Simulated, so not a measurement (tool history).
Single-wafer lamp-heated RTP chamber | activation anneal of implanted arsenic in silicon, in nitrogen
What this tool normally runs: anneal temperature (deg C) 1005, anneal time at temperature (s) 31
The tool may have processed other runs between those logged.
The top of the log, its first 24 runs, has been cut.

run	hour	anneal temperature (deg C)	anneal time at temperature (s)	wafers since the last listed run	wafers since the last pyrometer calibration	wafers since the reflector plate was cleaned	hours since the gauge calibration	read-back reference wafer on the same gauge, sheet resistance	sheet resistance of the implanted and annealed layer (ohm/square)
25	299.8	988	41	159	1305	9673	24.0	215.19	223.48
# hour 312.6: reflector plate cleaned
26	315.3	1022	19	156	1462	56	39.5	215.21	225.35
27	325.9	1005	38	221	1684	278	50.1	215.10	219.64
28	334.4	1021	39	177	1862	456	58.6	215.07	211.59
# hour 348.4: pyrometer window cleaned and pyrometer calibrated
29	349.0	995	31	138	12	594	73.2	214.95	231.63
30	359.1	975	41	211	223	805	83.3	214.87	238.39
31	371.8	1024	31	265	489	1071	96.0	215.07	217.16
32	384.0	1005	31	255	745	1326	108.2	215.21	224.84
33	397.7	1022	22	286	1031	1613	121.9	215.07	223.68
# hour 443.4: pyrometer window cleaned and pyrometer calibrated
34	443.9	1027	16	799	10	2412	168.1	214.90	229.91
35	462.6	1031	26	391	401	2803	186.8	214.77	216.90
36	477.0	1014	42	301	703	3105	201.2	214.99	213.64

What if the next run were any one of these 5? Each begins from the tool's condition after run 36:
A	477.4	1015	31	8	711	3113	201.6	?	?
B	477.4	1005	47	8	711	3113	201.6	?	?
C	477.4	981	14	8	711	3113	201.6	?	?
D	477.4	1030	14	8	711	3113	201.6	?	?
E	477.4	1027	43	8	711	3113	201.6	?	?

run	read-back reference wafer on the same gauge, sheet resistance	sheet resistance of the implanted and annealed layer (ohm/square)
A	214.68	221.18
B	214.68	217.23
C	214.68	263.30
D	214.68	230.86
E	214.68	209.37
Without the tool's unlogged condition, the same runs would have read:
run	sheet resistance of the implanted and annealed layer (ohm/square)
A	223.10
B	219.01
C	266.65
D	232.96
E	211.11
